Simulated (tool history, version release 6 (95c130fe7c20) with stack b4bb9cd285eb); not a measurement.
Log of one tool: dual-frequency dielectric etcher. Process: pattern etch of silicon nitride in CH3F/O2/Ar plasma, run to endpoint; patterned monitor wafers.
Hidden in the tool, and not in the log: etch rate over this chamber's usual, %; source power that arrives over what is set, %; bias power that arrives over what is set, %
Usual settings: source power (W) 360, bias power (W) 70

run	hour	source power (W)	bias power (W)	wafers since the last listed run	hours since the last wet clean	hours since the last source power generator calibration	hours since the last bias power generator calibration	hours since the last upper electrode change	incoming incoming film thickness, nm	endpoint time (s)
1	0.0	360	64	0	244.5	3332.7	1457.7	2709.6	36.05	55.8
2	62.5	360	64	819	307.0	3395.2	1520.2	2772.1	35.99	55.3
# hour 160.6: wet clean of the chamber
3	161.1	360	70	977	0.5	3493.8	1618.8	2870.7	35.92	54.2
4	252.9	300	70	1203	92.3	3585.6	1710.6	2962.5	36.25	58.2
5	338.7	360	70	1124	178.1	3671.4	1796.4	3048.3	35.85	53.9
# hour 531.0: wet clean of the chamber
6	550.2	360	70	2458	19.2	3882.9	2007.9	3259.8	35.73	58.3
# hour 581.5: source power generator calibrated
# hour 732.6: bias power generator calibrated
# hour 775.6: wet clean of the chamber, repeated, since the last time left the tool worse
7	784.0	360	70	2645	8.4	202.5	51.4	3493.6	36.02	56.0
8	941.2	360	85	2060	165.6	359.7	208.6	3650.8	36.14	50.1
9	988.4	360	70	618	212.8	406.9	255.8	3698.0	35.92	53.7
# hour 1046.5: upper electrode replaced
10	1077.1	440	83	848	301.5	495.6	344.5	30.6	35.68	45.2
# hour 1139.2: wet clean of the chamber
11	1166.7	320	59	859	27.5	585.2	434.1	120.2	36.11	61.8
12	1239.5	360	70	954	100.3	658.0	506.9	193.0	36.07	54.6
13	1333.9	360	70	1237	194.7	752.4	601.3	287.4	35.77	54.2
14	1541.4	300	60	2720	402.2	959.9	808.8	494.9	36.02	61.0

5 ways to go on from here, each from the tool as it stands after run 14. What would each give?
A	1541.8	360	58	5	402.6	960.3	809.2	495.3	36.21	?
B	1541.8	360	76	5	402.6	960.3	809.2	495.3	36.21	?
C	1541.8	360	84	5	402.6	960.3	809.2	495.3	36.21	?
D	1541.8	270	53	5	402.6	960.3	809.2	495.3	36.21	?
E	1541.8	360	79	5	402.6	960.3	809.2	495.3	36.21	?

run	endpoint time (s)
A	57.3
B	50.9
C	48.7
D	66.8
E	50.0
Without the tool's hidden state the same runs would have given:
run	endpoint time (s)
A	59.6
B	52.9
C	50.6
D	69.4
E	52.0
